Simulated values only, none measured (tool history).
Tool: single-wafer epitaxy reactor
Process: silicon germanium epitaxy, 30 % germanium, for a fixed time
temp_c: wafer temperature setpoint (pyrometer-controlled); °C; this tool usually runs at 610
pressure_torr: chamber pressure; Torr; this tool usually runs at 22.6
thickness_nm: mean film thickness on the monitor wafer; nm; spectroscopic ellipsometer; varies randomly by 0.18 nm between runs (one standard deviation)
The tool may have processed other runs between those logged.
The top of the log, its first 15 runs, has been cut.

run,day,temp_c,pressure_torr,wafers since the last listed run,hours since the last pyrometer calibration,hours since the last manometer calibration,hours since the showerhead was replaced,hours since the gauge calibration,"read-back reference wafer on the same gauge, thickness_nm",thickness_nm
16,7.617,610,22.6,155,1268.9,1993.1,12.2,451.9,70.659,62.769
17,8.171,599,22.6,176,1282.2,2006.4,25.5,465.2,70.702,50.011
18,8.800,610,27.3,200,1297.3,2021.5,40.6,480.3,70.718,68.126
19,9.283,616,21.1,153,1308.9,2033.1,52.2,491.9,70.721,68.576
20,9.908,599,19.7,198,1323.9,2048.1,67.2,506.9,70.703,47.059
21,10.571,610,22.6,210,1339.8,2064.0,83.1,522.8,70.754,62.242
# day 11.196: pyrometer calibrated
22,11.217,621,25.7,99,0.5,2079.5,98.6,538.3,70.729,78.614
23,11.617,610,21.0,127,10.1,2089.1,108.2,547.9,70.728,57.593
# day 11.646: gauge calibrated
24,12.208,598,18.1,188,24.3,2103.3,122.4,13.5,70.720,41.810
25,12.521,619,27.5,99,31.8,2110.8,129.9,21.0,70.645,77.633
26,13.233,602,22.6,226,48.9,2127.9,147.0,38.1,70.713,50.228
27,13.504,610,25.8,86,55.4,2134.4,153.5,44.6,70.639,62.945
# day 14.017: capacitance manometer re-zeroed and calibrated
28,14.038,610,22.6,63,68.2,0.5,166.3,57.4,70.707,59.462
29,14.350,610,22.6,99,75.7,8.0,173.8,64.9,70.623,59.399
30,14.800,599,27.0,143,86.5,18.8,184.6,75.7,70.741,50.830
# day 15.279: pyrometer calibrated, repeated, since the last time left the tool worse
31,15.354,610,27.3,70,1.8,32.1,197.9,89.0,70.690,73.463
32,15.942,599,21.2,186,15.9,46.2,212.0,103.1,70.671,52.432
33,16.688,616,25.6,237,33.8,64.1,229.9,121.0,70.724,80.782
34,17.412,620,22.6,230,51.2,81.5,247.3,138.4,70.656,82.699
35,17.717,610,20.9,96,58.5,88.8,254.6,145.7,70.615,65.421
36,19.925,604,25.7,702,111.5,141.8,307.6,198.7,70.747,63.231

Below are 3 alternative next runs, each starting from the tool's condition after run 36. Predict each:
A,19.942,610,22.6,5,111.9,142.2,308.0,199.1,?,?
B,19.942,624,18.8,5,111.9,142.2,308.0,199.1,?,?
C,19.942,610,19.3,5,111.9,142.2,308.0,199.1,?,?

run,"read-back reference wafer on the same gauge, thickness_nm",thickness_nm
A,70.747,67.314
B,70.747,82.172
C,70.747,62.832
What these runs would have given with no unlogged condition in the tool:
run,thickness_nm
A,67.328
B,82.189
C,62.845
